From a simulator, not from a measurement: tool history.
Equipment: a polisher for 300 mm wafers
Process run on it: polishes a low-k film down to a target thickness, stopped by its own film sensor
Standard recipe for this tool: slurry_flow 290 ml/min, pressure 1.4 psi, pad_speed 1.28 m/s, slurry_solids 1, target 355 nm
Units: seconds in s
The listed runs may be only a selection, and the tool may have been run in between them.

run   hour  slurry_flow  pressure  pad_speed  slurry_solids  target  wafers since the last listed run  wafers polished on this pad  hours since the slurry nozzle was cleaned  hours since the head pressure was calibrated  hours since the slurry blender was calibrated  hours since the conditioning disc was replaced  incoming thickness of the incoming film, nm  seconds
  1      0          290       1.4       1.28              1     355                                 0                         1613                                      157.8                                         755.8                                           79.3                                           119.6                                        411.1    188.6
  2     27          335       1.7       1.28              1     355                               255                         1868                                      184.8                                         782.8                                          106.3                                           146.6                                        411.3      152
      33.2  -- worn pad replaced by a new one
  3   56.7          335       1.7       1.28              1     355                               243                          222                                      214.5                                         812.5                                            136                                           176.3                                        416.7    169.1
  4   76.4          290       1.4       1.28              1     355                               186                          408                                      234.2                                         832.2                                          155.7                                             196                                          414    202.9
       104  -- slurry nozzle cleaned
  5  109.2          290       1.4       1.28              1     355                               301                          709                                        5.2                                           865                                          188.5                                           228.8                                        406.8    166.5
     119.7  -- slurry blender recalibrated
     141.1  -- head pressure recalibrated
  6  141.6          290       1.4       1.28              1     355                               268                          978                                       37.6                                           0.5                                           21.9                                           261.2                                        406.3    170.2
  7    166          290       1.4       1.28              1     351                               230                         1209                                         62                                          24.9                                           46.3                                           285.6                                        410.8    199.3
  8  182.8          290       1.8       1.28              1     355                               159                         1368                                       78.8                                          41.7                                           63.1                                           302.4                                        407.8    134.6
     257.9  -- worn pad replaced by a new one
     261.2  -- conditioning disc replaced and pad reconditioned
  9  282.4          290       1.4       1.28              1     355                               886                          212                                      178.4                                         141.3                                          162.7                                            21.2                                        406.7    175.1
 10  308.8          290       1.6       1.58            0.8     355                               249                          462                                      204.8                                         167.7                                          189.1                                            47.6                                        415.8    166.2
 11  324.8          290       1.8       1.48            0.8     373                               151                          614                                      220.8                                         183.7                                          205.1                                            63.6                                        408.3     90.1
     340.2  -- slurry blender recalibrated
 12  343.8          290       1.4       1.28              1     370                               160                          775                                      239.8                                         202.7                                            3.6                                            82.6                                        413.1    149.8
 13    370          265       1.6       1.28              1     355                               248                         1023                                        266                                         228.9                                           29.8                                           108.8                                        408.6    161.8
 14  401.4          250       1.4       1.28              1     355                               297                         1320                                      297.4                                         260.3                                           61.2                                           140.2                                        412.9    202.2
 15  419.4          290       1.4       1.28            0.9     347                               170                         1490                                      315.4                                         278.3                                           79.2                                           158.2                                        403.3    203.8
     424.9  -- slurry nozzle cleaned
 16  445.8          390       1.4       1.28              1     367                               240                         1731                                       20.9                                         304.7                                          105.6                                           184.6                                        410.3    141.1
 17  464.8          335       1.4        0.9            0.8     355                               179                         1911                                       39.9                                         323.7                                          124.6                                           203.6                                        409.5    253.9
     473.6  -- worn pad replaced by a new one
 18  494.1          290       1.4       1.28              1     355                               239                          193                                       69.2                                           353                                          153.9                                           232.9                                        416.9    208.9
 19  519.6          290       1.4       1.28              1     355                               241                          435                                       94.7                                         378.5                                          179.4                                           258.4                                        409.1    183.6
 20  544.7          290       1.6       1.28              1     355                               237                          672                                      119.8                                         403.6                                          204.5                                           283.5                                          413    168.4
     568.6  -- slurry blender recalibrated
 21  569.1          360       1.4       1.28              1     368                               212                          884                                      144.2                                           428                                            0.5                                           307.9                                        405.7    125.7
 22  601.5          290       1.1       1.12              1     355                               306                         1191                                      176.6                                         460.4                                           32.9                                           340.3                                          409    251.7
 23    629          290       1.1       1.28           1.25     355                               260                         1451                                      204.1                                         487.9                                           60.4                                           367.8                                        416.6    253.3
 24  642.5          290       1.4       1.28           1.15     364                               127                         1579                                      217.6                                         501.4                                           73.9                                           381.3                                        406.1    134.1
     648.5  -- conditioning disc replaced and pad reconditioned
 25    668          290       1.4       1.28            0.9     355                               222                         1802                                      243.1                                         526.9                                           99.4                                            19.5                                        406.9      184
 26  688.9          290       1.4       1.48           1.15     362                               197                         1999                                        264                                         547.8                                          120.3                                            40.4                                        412.6    147.5

The tool's hidden state at each run:
removal rate lost through wear of the pad, %: 0 at every run
deviation of the head's pressure from its setpoint, %: 0 at every run
abrasive missing from the slurry, %: 0 at every run
time polished since the conditioner stopped cutting, s: 0 at every run
H1: slurry flow missing at the pad, %
run    H1
  1  27.3
  2  30.8
  3  34.7
  4  37.2
  5  4.47
  6  8.69
  7  11.9
  8  14.1
  9    27
 10  30.5
 11  32.6
 12    35
 13  38.5
 14  42.6
 15  44.9
 16  11.8
 17  14.3
 18  18.1
 19  21.4
 20  24.7
 21  27.9
 22  32.1
 23  35.7
 24  37.5
 25  40.8
 26  43.5

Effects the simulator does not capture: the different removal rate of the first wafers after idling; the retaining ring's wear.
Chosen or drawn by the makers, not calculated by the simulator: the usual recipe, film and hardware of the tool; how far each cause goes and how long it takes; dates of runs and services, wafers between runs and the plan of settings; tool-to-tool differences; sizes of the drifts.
